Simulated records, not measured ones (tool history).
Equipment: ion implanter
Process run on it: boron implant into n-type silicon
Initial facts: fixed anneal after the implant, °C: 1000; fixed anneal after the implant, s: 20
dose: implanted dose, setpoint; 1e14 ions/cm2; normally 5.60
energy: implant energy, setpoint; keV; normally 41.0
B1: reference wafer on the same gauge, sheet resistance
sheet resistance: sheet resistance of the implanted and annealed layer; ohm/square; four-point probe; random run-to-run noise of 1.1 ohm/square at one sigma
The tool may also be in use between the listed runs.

Run 1, hour 0.0: usual settings; B1 212.09. Result: sheet resistance 194.59 ohm/square.
Run 2, hour 48.8: usual settings; B1 212.09. Result: sheet resistance 192.48 ohm/square.
Run 3, hour 111.2: usual settings; B1 211.87. Result: sheet resistance 192.42 ohm/square.
Run 4, hour 148.1: usual settings; B1 212.43. Result: sheet resistance 191.14 ohm/square.
Run 5, hour 182.5: usual settings; B1 211.88. Result: sheet resistance 189.87 ohm/square.
Run 6, hour 245.8: usual settings; B1 212.03. Result: sheet resistance 192.53 ohm/square.
Run 7, hour 371.8: usual settings but energy 49.5 keV; B1 212.09. Result: sheet resistance 186.42 ohm/square.
Run 8, hour 436.4: usual settings but energy 49.5 keV; B1 212.63. Result: sheet resistance 186.47 ohm/square.
Run 9, hour 463.5: usual settings; B1 211.92. Result: sheet resistance 189.24 ohm/square.
Run 10, hour 524.4: usual settings; B1 212.03. Result: sheet resistance 188.36 ohm/square.
Run 11, hour 550.7: usual settings but energy 46.0 keV; B1 211.82. Result: sheet resistance 188.46 ohm/square.
Run 12, hour 581.6: usual settings but energy 46.0 keV; B1 212.47. Result: sheet resistance 187.96 ohm/square.
At hour 624.5: Faraday cup replaced and dose calibrated.
Run 13, hour 627.4: usual settings but energy 48.5 keV; B1 211.82. Result: sheet resistance 194.00 ohm/square.
Run 14, hour 669.4: usual settings but energy 48.5 keV; B1 211.84. Result: sheet resistance 193.92 ohm/square.
Run 15, hour 732.1: usual settings but energy 48.5 keV; B1 211.98. Result: sheet resistance 190.79 ohm/square.
Run 16, hour 778.9: usual settings but dose 4.91 1e14 ions/cm2; B1 211.75. Result: sheet resistance 214.48 ohm/square.
At hour 794.6: extraction supply calibrated.
Run 17, hour 807.5: usual settings but dose 5.18 1e14 ions/cm2, energy 37.0 keV; B1 211.83. Result: sheet resistance 205.70 ohm/square.
Run 18, hour 873.4: usual settings but dose 6.17 1e14 ions/cm2, energy 53.5 keV; B1 211.95. Result: sheet resistance 173.16 ohm/square.
Run 19, hour 932.9: usual settings; B1 211.92. Result: sheet resistance 189.94 ohm/square.
Run 20, hour 966.5: usual settings but dose 7.11 1e14 ions/cm2, energy 54.5 keV; B1 211.78. Result: sheet resistance 155.05 ohm/square.
Run 21, hour 1031.9: usual settings but dose 6.65 1e14 ions/cm2; B1 211.39. Result: sheet resistance 166.55 ohm/square.
Run 22, hour 1070.5: usual settings but dose 4.41 1e14 ions/cm2, energy 48.5 keV; B1 211.87. Result: sheet resistance 226.35 ohm/square.
Run 23, hour 1103.5: usual settings but dose 6.43 1e14 ions/cm2, energy 37.0 keV; B1 212.08. Result: sheet resistance 170.91 ohm/square.
Run 24, hour 1160.9: usual settings but energy 36.5 keV; B1 212.25. Result: sheet resistance 192.92 ohm/square.
At hour 1201.5: gauge calibrated.
Run 25, hour 1252.1: usual settings but dose 6.72 1e14 ions/cm2; B1 212.10. Result: sheet resistance 163.52 ohm/square.
At hour 1318.9: Faraday cup replaced and dose calibrated.
Run 26, hour 1319.4: usual settings but dose 7.00 1e14 ions/cm2, energy 52.5 keV; B1 211.36. Result: sheet resistance 160.13 ohm/square.
Run 27, hour 1340.0: usual settings but energy 27.5 keV; B1 212.13. Result: sheet resistance 202.73 ohm/square.
Run 28, hour 1375.4: usual settings but dose 7.11 1e14 ions/cm2, energy 54.5 keV; B1 211.81. Result: sheet resistance 157.95 ohm/square.
Run 29, hour 1447.2: usual settings; B1 212.07. Result: sheet resistance 193.18 ohm/square.
Run 30, hour 1515.0: usual settings; B1 211.39. Result: sheet resistance 191.54 ohm/square.
Run 31, hour 1541.0: usual settings but dose 4.85 1e14 ions/cm2, energy 47.5 keV; B1 212.35. Result: sheet resistance 212.94 ohm/square.

Measured less the same run without the tool's hidden state. The same run-to-run variation is in both; the gauge's scatter may not be:
What the log doesn't record here: deviation of the true dose from the Faraday cup's reading, %; deviation of the true energy from its setpoint, %; gauge reads high (%).
run  sheet resistance
  1             -1.94
  2             -3.15
  3             -4.35
  4             -4.87
  5             -5.27
  6             -5.98
  7             -6.45
  8             -6.69
  9             -6.99
 10             -7.11
 11             -7.09
 12             -7.13
 13             -0.07
 14             -1.43
 15             -2.95
 16             -4.35
 17             -4.70
 18             -4.58
 19             -5.70
 20             -4.75
 21             -5.56
 22             -7.54
 23             -6.03
 24             -6.95
 25             -6.02
 26             +0.16
 27             -0.56
 28             -1.28
 29             -3.28
 30             -4.37
 31             -5.15
